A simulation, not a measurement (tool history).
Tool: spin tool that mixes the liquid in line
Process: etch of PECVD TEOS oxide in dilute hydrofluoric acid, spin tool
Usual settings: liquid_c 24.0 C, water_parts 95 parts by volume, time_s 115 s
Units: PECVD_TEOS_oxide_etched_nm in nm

run    hour  liquid_c  water_parts  time_s  wafers since the last listed run  hours since the thermometer was replaced  hours since the hydrofluoric acid flow meter was replaced  hours since the gauge calibration  read-back film thickness of the PECVD TEOS oxide reference wafer, read on the same gauge (nm)  PECVD_TEOS_oxide_etched_nm
  1     0.0      24.0           95     115                                 0                                    1804.7                                                      704.1                             1234.4                                                                                         120.00                       17.79
  2    60.7      24.0           95     115                               584                                    1865.4                                                      764.8                             1295.1                                                                                         119.96                       17.86
  3    86.0      24.0           70     155                               243                                    1890.7                                                      790.1                             1320.4                                                                                         120.00                       33.77
  4   134.4      24.0          120      95                               465                                    1939.1                                                      838.5                             1368.8                                                                                         119.99                       11.45
      158.9  -- hydrofluoric acid flow meter replaced
  5   184.8      24.0          120      95                               475                                    1989.5                                                       25.9                             1419.2                                                                                         120.04                       11.00
  6   232.3      24.0          120      95                               457                                    2037.0                                                       73.4                             1466.7                                                                                         120.01                       10.98
  7   269.0      20.5           95     115                               353                                    2073.7                                                      110.1                             1503.4                                                                                         120.01                       15.26
  8   302.2      25.0           95     115                               319                                    2106.9                                                      143.3                             1536.6                                                                                         120.00                       18.51
  9   356.3      24.0           95     115                               520                                    2161.0                                                      197.4                             1590.7                                                                                         119.99                       17.36
 10   403.9      20.0           95     115                               458                                    2208.6                                                      245.0                             1638.3                                                                                         120.01                       15.03
 11   459.1      20.0           95     115                               531                                    2263.8                                                      300.2                             1693.5                                                                                         120.02                       14.96
 12   517.7      19.5           60     165                               564                                    2322.4                                                      358.8                             1752.1                                                                                         120.01                       35.30
 13   565.5      24.0           95     115                               460                                    2370.2                                                      406.6                             1799.9                                                                                         119.99                       17.65
 14   601.0      21.0           75     140                               341                                    2405.7                                                      442.1                             1835.4                                                                                         120.03                       24.66
 15   649.9      20.0           75     165                               470                                    2454.6                                                      491.0                             1884.3                                                                                         120.02                       27.89
 16   695.0      24.0          115     115                               434                                    2499.7                                                      536.1                             1929.4                                                                                         120.00                       14.15
 17   770.7      21.0           50     160                               728                                    2575.4                                                      611.8                             2005.1                                                                                         120.01                       43.92
 18   811.3      24.0           95     115                               390                                    2616.0                                                      652.4                             2045.7                                                                                         119.96                       18.14
 19   845.1      27.5          115     115                               325                                    2649.8                                                      686.2                             2079.5                                                                                         120.02                       16.49
 20   905.8      26.0           60     135                               584                                    2710.5                                                      746.9                             2140.2                                                                                         120.02                       38.45
 21   977.2      24.0          135     180                               687                                    2781.9                                                      818.3                             2211.6                                                                                         119.97                       18.84
 22  1017.2      24.0           95     145                               385                                    2821.9                                                      858.3                             2251.6                                                                                         119.99                       22.46
     1029.1  -- gauge calibrated
     1079.3  -- thermometer replaced
 23  1082.5      24.0           95      55                               618                                       3.2                                                      923.6                               53.4                                                                                         120.02                        8.50
 24  1109.8      25.0           95     115                               262                                      30.5                                                      950.9                               80.7                                                                                         120.01                       18.58
 25  1147.5      24.0           95     115                               362                                      68.2                                                      988.6                              118.4                                                                                         119.99                       18.08
 26  1219.3      20.5          115     140                               691                                     140.0                                                     1060.4                              190.2                                                                                         120.03                       15.33
     1225.2  -- hydrofluoric acid flow meter replaced
 27  1277.4      24.0           75     115                               549                                     198.1                                                       52.2                              248.3                                                                                         120.00                       22.78
 28  1315.6      24.0           45     115                               367                                     236.3                                                       90.4                              286.5                                                                                         119.99                       39.38
 29  1374.4      22.0           95     180                               565                                     295.1                                                      149.2                              345.3                                                                                         120.02                       24.99
 30  1409.5      22.0          115      55                               337                                     330.2                                                      184.3                              380.4                                                                                         120.01                        6.28
 31  1595.1      26.5           95     115                              1786                                     515.8                                                      369.9                              566.0                                                                                         120.02                       19.63
 32  1629.0      24.0           95     180                               326                                     549.7                                                      403.8                              599.9                                                                                         120.01                       27.78
 33  1691.6      21.5           95     115                               602                                     612.3                                                      466.4                              662.5                                                                                         120.03                       16.07
 34  1720.1      28.5           95     180                               274                                     640.8                                                      494.9                              691.0                                                                                         119.99                       32.93

The same runs without the tool's hidden state, with the same run-to-run variation:
The hidden state here: liquid hotter than its thermometer reads (K); hydrofluoric acid flow above the setpoint (%); gauge reads high (%).
run  PECVD_TEOS_oxide_etched_nm
  1                       17.27
  2                       17.30
  3                       32.71
  4                       11.06
  5                       10.97
  6                       10.93
  7                       15.18
  8                       18.39
  9                       17.21
 10                       14.88
 11                       14.78
 12                       34.82
 13                       17.37
 14                       24.25
 15                       27.38
 16                       13.86
 17                       42.96
 18                       17.70
 19                       16.06
 20                       37.42
 21                       18.25
 22                       21.75
 23                        8.22
 24                       17.93
 25                       17.43
 26                       14.74
 27                       22.66
 28                       39.13
 29                       24.77
 30                        6.21
 31                       19.30
 32                       27.29
 33                       15.75
 34                       32.23
